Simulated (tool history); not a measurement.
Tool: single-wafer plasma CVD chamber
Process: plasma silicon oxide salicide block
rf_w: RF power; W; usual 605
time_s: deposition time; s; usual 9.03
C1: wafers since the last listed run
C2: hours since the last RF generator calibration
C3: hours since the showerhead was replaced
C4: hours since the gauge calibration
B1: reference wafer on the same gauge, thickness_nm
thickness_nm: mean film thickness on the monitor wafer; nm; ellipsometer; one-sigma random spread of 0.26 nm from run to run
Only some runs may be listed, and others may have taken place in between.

{"run": 1, "hour": 0.0, "rf_w": 605, "time_s": 10.0, "C1": 0, "C2": 2174.5, "C3": 6534.9, "C4": 602.8, "B1": 92.289, "thickness_nm": 105.195}
{"run": 2, "hour": 118.7, "rf_w": 605, "time_s": 10.0, "C1": 4864, "C2": 2293.2, "C3": 6653.6, "C4": 721.5, "B1": 92.287, "thickness_nm": 105.379}
{"run": 3, "hour": 146.7, "rf_w": 520, "time_s": 9.03, "C1": 1147, "C2": 2321.2, "C3": 6681.6, "C4": 749.5, "B1": 92.3, "thickness_nm": 89.981}
{"run": 4, "hour": 184.9, "rf_w": 520, "time_s": 9.03, "C1": 1565, "C2": 2359.4, "C3": 6719.8, "C4": 787.7, "B1": 92.24, "thickness_nm": 90.286}
{"run": 5, "hour": 228.2, "rf_w": 605, "time_s": 7.97, "C1": 1774, "C2": 2402.7, "C3": 6763.1, "C4": 831.0, "B1": 92.361, "thickness_nm": 83.366}
{"run": 6, "hour": 363.7, "rf_w": 605, "time_s": 7.97, "C1": 5553, "C2": 2538.2, "C3": 6898.6, "C4": 966.5, "B1": 92.23, "thickness_nm": 83.059}
{"hour": 407.5, "done": "RF generator calibrated"}
{"run": 7, "hour": 421.6, "rf_w": 605, "time_s": 7.97, "C1": 2045, "C2": 14.1, "C3": 6956.5, "C4": 1024.4, "B1": 92.245, "thickness_nm": 86.069}
{"run": 8, "hour": 483.6, "rf_w": 530, "time_s": 9.03, "C1": 2540, "C2": 76.1, "C3": 7018.5, "C4": 1086.4, "B1": 92.31, "thickness_nm": 93.114}
{"hour": 510.1, "done": "gauge calibrated"}
{"run": 9, "hour": 517.0, "rf_w": 605, "time_s": 9.03, "C1": 1368, "C2": 109.5, "C3": 7051.9, "C4": 6.9, "B1": 92.288, "thickness_nm": 97.577}
{"run": 10, "hour": 552.1, "rf_w": 690, "time_s": 9.62, "C1": 1438, "C2": 144.6, "C3": 7087.0, "C4": 42.0, "B1": 92.283, "thickness_nm": 108.457}
{"hour": 686.3, "done": "showerhead replaced"}
{"run": 11, "hour": 686.8, "rf_w": 520, "time_s": 9.03, "C1": 5192, "C2": 279.3, "C3": 0.5, "C4": 176.7, "B1": 92.351, "thickness_nm": 92.733}
{"run": 12, "hour": 738.9, "rf_w": 540, "time_s": 8.05, "C1": 2135, "C2": 331.4, "C3": 52.6, "C4": 228.8, "B1": 92.313, "thickness_nm": 83.367}
{"run": 13, "hour": 789.1, "rf_w": 605, "time_s": 9.74, "C1": 2057, "C2": 381.6, "C3": 102.8, "C4": 279.0, "B1": 92.296, "thickness_nm": 105.376}
{"run": 14, "hour": 817.5, "rf_w": 605, "time_s": 9.03, "C1": 1163, "C2": 410.0, "C3": 131.2, "C4": 307.4, "B1": 92.279, "thickness_nm": 97.495}
{"run": 15, "hour": 842.4, "rf_w": 505, "time_s": 10.29, "C1": 1020, "C2": 434.9, "C3": 156.1, "C4": 332.3, "B1": 92.251, "thickness_nm": 104.343}
{"run": 16, "hour": 894.2, "rf_w": 680, "time_s": 9.03, "C1": 2122, "C2": 486.7, "C3": 207.9, "C4": 384.1, "B1": 92.301, "thickness_nm": 101.367}
{"run": 17, "hour": 925.3, "rf_w": 700, "time_s": 10.15, "C1": 1274, "C2": 517.8, "C3": 239.0, "C4": 415.2, "B1": 92.228, "thickness_nm": 115.321}
{"run": 18, "hour": 955.6, "rf_w": 505, "time_s": 10.29, "C1": 1241, "C2": 548.1, "C3": 269.3, "C4": 445.5, "B1": 92.351, "thickness_nm": 104.413}
{"run": 19, "hour": 1019.4, "rf_w": 705, "time_s": 7.73, "C1": 2614, "C2": 611.9, "C3": 333.1, "C4": 509.3, "B1": 92.342, "thickness_nm": 87.832}
{"run": 20, "hour": 1061.3, "rf_w": 670, "time_s": 8.57, "C1": 1717, "C2": 653.8, "C3": 375.0, "C4": 551.2, "B1": 92.33, "thickness_nm": 95.54}

Branching from run 20: 5 alternative next runs. What would each branch give?
{"run": "A", "hour": 1061.7, "rf_w": 545, "time_s": 9.03, "C1": 16, "C2": 654.2, "C3": 375.4, "C4": 551.6, "B1": "?", "thickness_nm": "?"}
{"run": "B", "hour": 1061.7, "rf_w": 660, "time_s": 8.57, "C1": 16, "C2": 654.2, "C3": 375.4, "C4": 551.6, "B1": "?", "thickness_nm": "?"}
{"run": "C", "hour": 1061.7, "rf_w": 505, "time_s": 9.58, "C1": 16, "C2": 654.2, "C3": 375.4, "C4": 551.6, "B1": "?", "thickness_nm": "?"}
{"run": "D", "hour": 1061.7, "rf_w": 660, "time_s": 8.43, "C1": 16, "C2": 654.2, "C3": 375.4, "C4": 551.6, "B1": "?", "thickness_nm": "?"}
{"run": "E", "hour": 1061.7, "rf_w": 670, "time_s": 10.43, "C1": 16, "C2": 654.2, "C3": 375.4, "C4": 551.6, "B1": "?", "thickness_nm": "?"}

run=A B1=92.262 thickness_nm=94.048
run=B B1=92.262 thickness_nm=95.306
run=C B1=92.262 thickness_nm=97.154
run=D B1=92.262 thickness_nm=93.749
run=E B1=92.262 thickness_nm=116.581
With the hidden condition removed and each run's random variation left untouched, the same runs would have given:
run=A thickness_nm=94.544
run=B thickness_nm=95.807
run=C thickness_nm=97.666
run=D thickness_nm=94.242
run=E thickness_nm=117.195
